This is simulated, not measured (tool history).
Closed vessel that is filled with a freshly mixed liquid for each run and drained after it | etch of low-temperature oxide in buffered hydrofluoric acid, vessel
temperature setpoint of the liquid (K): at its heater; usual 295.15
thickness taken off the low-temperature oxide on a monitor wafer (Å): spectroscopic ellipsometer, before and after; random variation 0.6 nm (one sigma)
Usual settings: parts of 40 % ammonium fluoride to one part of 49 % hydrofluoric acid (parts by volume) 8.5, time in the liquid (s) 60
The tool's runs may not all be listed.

| run | day | temperature setpoint of the liquid (K) | parts of 40 % ammonium fluoride to one part of 49 % hydrofluoric acid (parts by volume) | time in the liquid (s) | wafers since the last listed run | hours since the thermometer was replaced | hours since the hydrofluoric acid flow meter was replaced | hours since the gauge calibration | read-back film thickness of the low-temperature oxide reference wafer, read on the same gauge (nm) | thickness taken off the low-temperature oxide on a monitor wafer (Å) |
|---|---|---|---|---|---|---|---|---|---|---|
| 1 | 0 | 297.15 | 8.5 | 60 | 0 | 1682.9 | 1212.5 | 166.3 | 100.03 | 1836.9 |
| 2 | 1.267 | 297.15 | 8.5 | 60 | 4266 | 1713.3 | 1242.9 | 196.7 | 100.01 | 1838.6 |
| 3 | 2.183 | 296.15 | 8.5 | 60 | 3087 | 1735.3 | 1264.9 | 218.7 | 99.99 | 1747.3 |
| 4 | 2.712 | 296.15 | 8.5 | 60 | 1782 | 1748 | 1277.6 | 231.4 | 100.01 | 1747.9 |
| 5 | 4.083 | 295.15 | 8.5 | 50 | 4617 | 1780.9 | 1310.5 | 264.3 | 100.01 | 1382.1 |
| 6 | 4.954 | 295.15 | 8.5 | 50 | 2933 | 1801.8 | 1331.4 | 285.2 | 99.98 | 1372.2 |
| 7 | 5.712 | 295.15 | 8.5 | 50 | 2554 | 1820 | 1349.6 | 303.4 | 100 | 1377.6 |
| 8 | 6.508 | 295.15 | 8.5 | 60 | 2680 | 1839.1 | 1368.7 | 322.5 | 100.05 | 1656.9 |
| 9 | 7.842 | 298.15 | 8.5 | 60 | 4491 | 1871.1 | 1400.7 | 354.5 | 100 | 1953.8 |
| 10 | 8.479 | 298.15 | 8.5 | 60 | 2147 | 1886.4 | 1416 | 369.8 | 99.98 | 1963 |
| 11 | 9.438 | 298.15 | 8.5 | 60 | 3228 | 1909.4 | 1439 | 392.8 | 100.02 | 1963.1 |
| 12 | 10.504 | 292.65 | 8.5 | 60 | 3592 | 1935 | 1464.6 | 418.4 | 100 | 1452.9 |
| 13 | 11.575 | 292.65 | 8.5 | 60 | 3606 | 1960.7 | 1490.3 | 444.1 | 99.98 | 1456.5 |
| 14 | 12.95 | 292.65 | 8.5 | 60 | 4631 | 1993.7 | 1523.3 | 477.1 | 100.01 | 1445.8 |
| 15 | 13.983 | 295.15 | 8.5 | 60 | 3480 | 2018.5 | 1548.1 | 501.9 | 99.99 | 1674.1 |
| 16 | 14.583 | 298.65 | 8.5 | 60 | 2021 | 2032.9 | 1562.5 | 516.3 | 100 | 2008.5 |
|  | 15.175 | hydrofluoric acid flow meter replaced |
| 17 | 15.871 | 295.15 | 10 | 60 | 4196 | 2063.8 | 16.7 | 547.2 | 99.99 | 1468 |
| 18 | 16.375 | 295.15 | 8.5 | 75 | 1698 | 2075.9 | 28.8 | 559.3 | 100.02 | 2096.5 |
| 19 | 17.4 | 290.65 | 5.5 | 60 | 3452 | 2100.5 | 53.4 | 583.9 | 99.99 | 1974.8 |
|  | 17.925 | thermometer replaced |
| 20 | 18.475 | 299.65 | 7.5 | 30 | 3480 | 13.2 | 79.2 | 609.7 | 100 | 1133.6 |
| 21 | 19.712 | 295.15 | 8.5 | 60 | 4168 | 42.9 | 108.9 | 639.4 | 100.01 | 1559 |
|  | 20.496 | gauge calibrated |
| 22 | 20.629 | 291.15 | 8.5 | 45 | 3087 | 64.9 | 130.9 | 3.2 | 100.06 | 938.3 |
| 23 | 21.262 | 295.15 | 8.5 | 60 | 2133 | 80.1 | 146.1 | 18.4 | 100.01 | 1568.9 |
| 24 | 21.996 | 297.65 | 9.5 | 85 | 2470 | 97.7 | 163.7 | 36 | 100.02 | 2318.3 |
| 25 | 22.546 | 295.15 | 11 | 50 | 1852 | 110.9 | 176.9 | 49.2 | 99.95 | 1051 |
| 26 | 23.992 | 295.15 | 11.5 | 90 | 4870 | 145.6 | 211.6 | 83.9 | 99.97 | 1805 |
| 27 | 25.133 | 299.15 | 11.5 | 70 | 3845 | 173 | 239 | 111.3 | 100 | 1748.1 |
| 28 | 25.829 | 295.15 | 8.5 | 60 | 2343 | 189.7 | 255.7 | 128 | 99.96 | 1571.1 |
| 29 | 26.804 | 298.15 | 5.5 | 30 | 3284 | 213.1 | 279.1 | 151.4 | 100.01 | 1406.5 |
| 30 | 27.783 | 295.15 | 8.5 | 60 | 3298 | 236.6 | 302.6 | 174.9 | 100.05 | 1576.5 |

Run 31 comes next. What will it give?
| 31 | 30.871 | 299.65 | 6 | 70 | 10399 | 310.7 | 376.7 | 249 | ? | ? |

read-back film thickness of the low-temperature oxide reference wafer, read on the same gauge (nm): 100.02
thickness taken off the low-temperature oxide on a monitor wafer (Å): 3315.3
Without the tool's hidden state the same run would have given thickness taken off the low-temperature oxide on a monitor wafer (Å) 3274.8.

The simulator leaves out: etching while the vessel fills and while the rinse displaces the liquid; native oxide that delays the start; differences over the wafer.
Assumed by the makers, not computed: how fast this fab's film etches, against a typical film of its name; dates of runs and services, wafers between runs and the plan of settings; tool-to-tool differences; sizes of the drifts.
